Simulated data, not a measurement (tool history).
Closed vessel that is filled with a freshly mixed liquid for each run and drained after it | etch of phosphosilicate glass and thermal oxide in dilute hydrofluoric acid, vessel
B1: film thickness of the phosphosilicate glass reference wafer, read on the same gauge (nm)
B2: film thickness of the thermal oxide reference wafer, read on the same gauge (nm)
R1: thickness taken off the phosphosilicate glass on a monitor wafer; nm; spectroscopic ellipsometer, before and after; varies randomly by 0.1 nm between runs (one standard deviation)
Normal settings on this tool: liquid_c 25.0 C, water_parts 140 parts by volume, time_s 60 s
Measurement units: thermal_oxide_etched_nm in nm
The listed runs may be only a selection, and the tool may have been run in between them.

{"run": 1, "hour": 0.0, "liquid_c": 25.0, "water_parts": 140, "time_s": 60, "B1": 119.99, "B2": 140.012, "R1": 25.84, "thermal_oxide_etched_nm": 2.041}
{"run": 2, "hour": 22.1, "liquid_c": 25.0, "water_parts": 140, "time_s": 60, "B1": 119.99, "B2": 140.009, "R1": 25.8, "thermal_oxide_etched_nm": 2.053}
{"run": 3, "hour": 47.9, "liquid_c": 25.0, "water_parts": 140, "time_s": 60, "B1": 119.98, "B2": 139.983, "R1": 25.9, "thermal_oxide_etched_nm": 2.006}
{"run": 4, "hour": 73.0, "liquid_c": 25.0, "water_parts": 140, "time_s": 60, "B1": 119.99, "B2": 139.986, "R1": 25.81, "thermal_oxide_etched_nm": 2.012}
{"run": 5, "hour": 85.9, "liquid_c": 25.0, "water_parts": 140, "time_s": 60, "B1": 120.02, "B2": 139.991, "R1": 25.83, "thermal_oxide_etched_nm": 2.053}
{"run": 6, "hour": 106.7, "liquid_c": 25.0, "water_parts": 140, "time_s": 60, "B1": 120.04, "B2": 140.001, "R1": 25.85, "thermal_oxide_etched_nm": 2.03}
{"run": 7, "hour": 141.1, "liquid_c": 25.0, "water_parts": 140, "time_s": 60, "B1": 119.94, "B2": 140.005, "R1": 25.84, "thermal_oxide_etched_nm": 2.05}
{"run": 8, "hour": 154.1, "liquid_c": 29.5, "water_parts": 115, "time_s": 40, "B1": 120.04, "B2": 140.001, "R1": 25.78, "thermal_oxide_etched_nm": 1.98}
{"run": 9, "hour": 167.0, "liquid_c": 25.0, "water_parts": 85, "time_s": 70, "B1": 120.0, "B2": 140.002, "R1": 53.5, "thermal_oxide_etched_nm": 4.188}
{"run": 10, "hour": 182.5, "liquid_c": 23.5, "water_parts": 140, "time_s": 30, "B1": 120.0, "B2": 139.996, "R1": 12.19, "thermal_oxide_etched_nm": 0.965}
{"run": 11, "hour": 198.2, "liquid_c": 22.5, "water_parts": 110, "time_s": 30, "B1": 120.0, "B2": 139.998, "R1": 15.65, "thermal_oxide_etched_nm": 1.201}
{"run": 12, "hour": 221.4, "liquid_c": 25.0, "water_parts": 110, "time_s": 90, "B1": 120.01, "B2": 140.0, "R1": 51.35, "thermal_oxide_etched_nm": 3.982}
{"run": 13, "hour": 236.1, "liquid_c": 25.0, "water_parts": 90, "time_s": 85, "B1": 120.0, "B2": 139.976, "R1": 60.7, "thermal_oxide_etched_nm": 4.729}
{"run": 14, "hour": 255.1, "liquid_c": 23.0, "water_parts": 190, "time_s": 35, "B1": 120.04, "B2": 139.993, "R1": 9.71, "thermal_oxide_etched_nm": 0.777}
{"run": 15, "hour": 290.5, "liquid_c": 23.5, "water_parts": 100, "time_s": 45, "B1": 120.03, "B2": 140.003, "R1": 27.08, "thermal_oxide_etched_nm": 2.096}
{"run": 16, "hour": 330.0, "liquid_c": 22.0, "water_parts": 160, "time_s": 80, "B1": 119.99, "B2": 140.0, "R1": 26.29, "thermal_oxide_etched_nm": 2.052}
{"run": 17, "hour": 350.8, "liquid_c": 25.0, "water_parts": 175, "time_s": 75, "B1": 120.01, "B2": 140.001, "R1": 25.03, "thermal_oxide_etched_nm": 1.954}
{"run": 18, "hour": 383.0, "liquid_c": 26.5, "water_parts": 170, "time_s": 50, "B1": 120.02, "B2": 139.999, "R1": 18.14, "thermal_oxide_etched_nm": 1.426}
{"run": 19, "hour": 459.3, "liquid_c": 20.0, "water_parts": 140, "time_s": 60, "B1": 119.98, "B2": 140.015, "R1": 21.31, "thermal_oxide_etched_nm": 1.634}
{"run": 20, "hour": 481.8, "liquid_c": 27.0, "water_parts": 160, "time_s": 40, "B1": 119.99, "B2": 139.996, "R1": 15.94, "thermal_oxide_etched_nm": 1.249}
{"run": 21, "hour": 499.4, "liquid_c": 20.0, "water_parts": 85, "time_s": 85, "B1": 120.04, "B2": 140.014, "R1": 53.05, "thermal_oxide_etched_nm": 4.142}
{"run": 22, "hour": 530.1, "liquid_c": 25.0, "water_parts": 140, "time_s": 60, "B1": 120.0, "B2": 139.985, "R1": 25.95, "thermal_oxide_etched_nm": 2.03}
{"run": 23, "hour": 546.4, "liquid_c": 25.0, "water_parts": 140, "time_s": 60, "B1": 120.02, "B2": 140.017, "R1": 25.88, "thermal_oxide_etched_nm": 2.027}
{"run": 24, "hour": 577.3, "liquid_c": 25.0, "water_parts": 140, "time_s": 60, "B1": 119.98, "B2": 139.982, "R1": 25.86, "thermal_oxide_etched_nm": 2.035}
{"run": 25, "hour": 606.6, "liquid_c": 20.5, "water_parts": 185, "time_s": 60, "B1": 120.0, "B2": 139.996, "R1": 15.63, "thermal_oxide_etched_nm": 1.232}
{"run": 26, "hour": 641.2, "liquid_c": 23.5, "water_parts": 100, "time_s": 45, "B1": 120.03, "B2": 139.992, "R1": 26.84, "thermal_oxide_etched_nm": 2.112}

Withheld: 2 entries from between the runs. Position of each, and hidden state at the listed run before versus the listed run after:
Logged between run 1 and run 2: hydrofluoric acid flow meter replaced (hour 16.8)
  no hidden state differs between the two runs
Logged between run 15 and run 16: gauge calibrated (hour 310.0)
  no hidden state differs between the two runs
